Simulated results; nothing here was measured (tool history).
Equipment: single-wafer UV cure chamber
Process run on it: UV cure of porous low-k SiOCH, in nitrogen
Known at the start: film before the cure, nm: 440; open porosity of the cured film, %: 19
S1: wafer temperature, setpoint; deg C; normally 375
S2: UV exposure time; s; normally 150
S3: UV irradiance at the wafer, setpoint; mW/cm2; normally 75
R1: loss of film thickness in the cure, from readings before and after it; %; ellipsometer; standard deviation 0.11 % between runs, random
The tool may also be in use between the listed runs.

run 1 day=0.000 | S1=375 S2=150 S3=75 | R1=5.558
run 2 day=1.362 | S1=375 S2=150 S3=75 | R1=5.549
-- day=2.800 quartz window cleaned
run 3 day=5.554 | S1=375 S2=150 S3=75 | R1=5.778
run 4 day=6.867 | S1=375 S2=150 S3=75 | R1=5.772
run 5 day=7.642 | S1=375 S2=195 S3=57 | R1=5.548
run 6 day=8.467 | S1=375 S2=195 S3=57 | R1=5.610
run 7 day=9.929 | S1=375 S2=150 S3=75 | R1=5.612
-- day=10.550 quartz window cleaned
run 8 day=11.242 | S1=375 S2=150 S3=75 | R1=5.810
run 9 day=11.792 | S1=375 S2=150 S3=75 | R1=5.704
run 10 day=13.054 | S1=375 S2=150 S3=75 | R1=5.696
run 11 day=14.442 | S1=375 S2=150 S3=75 | R1=5.784
run 12 day=15.292 | S1=375 S2=150 S3=75 | R1=5.697
run 13 day=16.300 | S1=375 S2=150 S3=75 | R1=5.704
-- day=17.904 quartz window cleaned
run 14 day=17.925 | S1=375 S2=150 S3=58 | R1=4.917
-- day=18.404 UV bulbs replaced
run 15 day=18.742 | S1=375 S2=150 S3=58 | R1=6.694
run 16 day=19.675 | S1=375 S2=150 S3=75 | R1=7.812
run 17 day=21.025 | S1=375 S2=150 S3=75 | R1=7.740
run 18 day=21.554 | S1=375 S2=150 S3=75 | R1=7.628
run 19 day=22.925 | S1=392 S2=205 S3=90 | R1=10.190
run 20 day=24.321 | S1=389 S2=150 S3=105 | R1=9.136
-- day=26.288 quartz window cleaned
run 21 day=27.371 | S1=375 S2=150 S3=75 | R1=7.563
run 22 day=28.304 | S1=362 S2=200 S3=59 | R1=7.642
run 23 day=29.112 | S1=375 S2=150 S3=75 | R1=7.509
run 24 day=30.146 | S1=355 S2=70 S3=52 | R1=3.258
run 25 day=31.625 | S1=375 S2=230 S3=75 | R1=9.251
run 26 day=32.421 | S1=390 S2=235 S3=107 | R1=11.066
run 27 day=33.175 | S1=364 S2=220 S3=112 | R1=10.194
run 28 day=33.962 | S1=360 S2=110 S3=46 | R1=3.943
run 29 day=35.246 | S1=362 S2=115 S3=56 | R1=4.703
-- day=35.967 quartz window cleaned
run 30 day=37.662 | S1=355 S2=75 S3=48 | R1=3.096
run 31 day=38.933 | S1=375 S2=150 S3=40 | R1=4.883
run 32 day=40.404 | S1=370 S2=85 S3=55 | R1=3.953
run 33 day=41.271 | S1=392 S2=120 S3=86 | R1=7.023
run 34 day=41.783 | S1=381 S2=150 S3=75 | R1=7.126
run 35 day=42.904 | S1=375 S2=150 S3=75 | R1=6.947

Some steps in R1, run to run, broken into two amounts with sign: the step expected even without the hidden condition (settings, incoming material, random variation), and the rest, left for the hidden condition together with whatever gauge scatter is not in both the measured and the hidden-condition-free result:
Unlogged tool condition in this case: lamp output below its setpoint, %; transmission lost against a clean window, %.
Run 13 -> 14: S3 75 -> 58, quartz window cleaned. R1 -0.787 %: hidden state +0.468, all else -1.255.
Run 14 -> 15: UV bulbs replaced. R1 +1.777 %: hidden state +1.988, all else -0.211.
Run 23 -> 24: S1 375 -> 355, S2 150 -> 70, S3 75 -> 52. R1 -4.251 %: hidden state +0.106, all else -4.357.
Run 24 -> 25: S1 355 -> 375, S2 70 -> 230, S3 52 -> 75. R1 +5.993 %: hidden state -0.368, all else +6.361.
Run 27 -> 28: S1 364 -> 360, S2 220 -> 110, S3 112 -> 46. R1 -6.251 %: hidden state +0.193, all else -6.444.
Run 29 -> 30: S1 362 -> 355, S2 115 -> 75, S3 56 -> 48, quartz window cleaned. R1 -1.607 %: hidden state +0.533, all else -2.140.
